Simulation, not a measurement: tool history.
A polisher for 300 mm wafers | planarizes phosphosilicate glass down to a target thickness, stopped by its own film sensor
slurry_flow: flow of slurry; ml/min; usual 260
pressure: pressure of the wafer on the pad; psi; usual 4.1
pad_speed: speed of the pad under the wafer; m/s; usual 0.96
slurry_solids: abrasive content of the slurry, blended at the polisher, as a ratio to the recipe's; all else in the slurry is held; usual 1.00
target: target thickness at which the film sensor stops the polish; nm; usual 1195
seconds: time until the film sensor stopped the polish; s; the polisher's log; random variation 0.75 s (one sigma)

run,hour,slurry_flow,pressure,pad_speed,slurry_solids,target,wafers since the last listed run,wafers polished on this pad,hours since the slurry nozzle was cleaned,hours since the head pressure was calibrated,hours since the slurry blender was calibrated,hours since the conditioning disc was replaced,"incoming thickness of the incoming film, nm",seconds
1,0.0,260,4.1,0.96,1.00,1195,0,485,135.4,1160.3,102.4,160.9,2024.7,68.7
2,34.3,260,4.1,0.96,1.00,1195,361,846,169.7,1194.6,136.7,195.2,2029.2,66.8
# hour 50.2: head pressure recalibrated
3,59.5,260,4.1,0.96,1.00,1195,244,1091,194.9,9.3,161.9,220.4,2041.5,68.9
4,72.7,260,4.1,0.96,1.00,1054,138,1230,208.1,22.5,175.1,233.6,2039.4,82.5
5,89.4,260,4.1,0.96,1.00,1054,175,1405,224.8,39.2,191.8,250.3,2030.8,80.4
# hour 96.3: worn pad replaced by a new one
# hour 103.3: slurry blender recalibrated
6,107.7,260,4.1,0.96,1.00,1195,129,99,243.1,57.5,4.4,268.6,2016.5,67.4
7,130.2,260,4.1,0.96,1.00,1195,236,336,265.6,80.0,26.9,291.1,2008.0,67.6
8,148.4,260,4.1,0.96,1.00,1195,191,527,283.8,98.2,45.1,309.3,2057.4,70.9
9,163.0,260,4.1,0.96,1.00,1195,153,681,298.4,112.8,59.7,323.9,2064.2,71.4
10,179.6,260,4.1,0.74,1.00,1195,174,856,315.0,129.4,76.3,340.5,2054.7,81.6
# hour 199.7: slurry nozzle cleaned
# hour 201.7: conditioning disc replaced and pad reconditioned
11,202.5,260,4.1,0.80,1.00,1270,209,1066,2.8,152.3,99.2,0.8,2037.3,67.4
12,228.1,260,4.1,0.96,1.20,1195,269,1335,28.4,177.9,124.8,26.4,2052.3,61.9
# hour 251.7: worn pad replaced by a new one
13,252.1,215,5.2,0.96,1.00,1195,210,4,52.4,201.9,148.8,50.4,1993.7,51.4
14,314.7,260,4.1,0.96,1.00,1195,658,663,115.0,264.5,211.4,113.0,2061.9,70.9
15,342.5,260,4.1,0.96,1.00,1195,292,955,142.8,292.3,239.2,140.8,2048.5,67.4
# hour 362.9: slurry blender recalibrated
16,376.3,260,4.1,0.96,1.00,1195,334,1290,176.6,326.1,13.4,174.6,2052.7,69.2
17,393.6,260,4.1,0.62,1.15,1485,182,1472,193.9,343.4,30.7,191.9,1988.7,45.2
# hour 405.8: worn pad replaced by a new one
18,409.6,260,3.3,0.82,1.10,987,126,39,209.9,359.4,46.7,207.9,2033.5,107.8
19,444.1,260,4.9,0.96,1.00,1195,363,402,244.4,393.9,81.2,242.4,2020.1,57.0
20,465.0,260,4.1,1.08,1.00,1195,219,622,265.3,414.8,102.1,263.3,2036.1,65.8
21,495.5,335,4.1,0.96,1.00,1195,321,943,295.8,445.3,132.6,293.8,2026.3,67.6
22,522.3,260,5.1,0.96,1.30,1351,282,1225,322.6,472.1,159.4,320.6,2017.8,38.6
23,535.2,260,4.1,0.96,1.00,1195,135,1361,335.5,485.0,172.3,333.5,2003.1,68.6
24,553.8,260,4.1,0.96,1.00,1195,195,1557,354.1,503.6,190.9,352.1,2035.8,69.6
# hour 564.9: conditioning disc replaced and pad reconditioned
# hour 581.3: slurry blender recalibrated
25,581.7,260,4.1,0.96,0.90,1195,251,1809,382.0,531.5,0.4,16.8,1999.0,74.0

What the log doesn't show, run by run:
removal rate lost through wear of the pad, %: 0 in every run
deviation of the head's pressure from its setpoint, %: 0 in every run
abrasive missing from the slurry, %: 0 in every run
time polished since the conditioner stopped cutting, s: 0 in every run
H1: slurry flow missing at the pad, %
run,H1
1,18.1
2,21.7
3,24.4
4,25.8
5,27.6
6,29.5
7,31.9
8,33.9
9,35.4
10,37.2
11,3.74
12,6.46
13,9.01
14,15.7
15,18.6
16,22.2
17,24.1
18,25.8
19,29.4
20,31.7
21,34.9
22,37.7
23,39.1
24,41.1
25,44.1
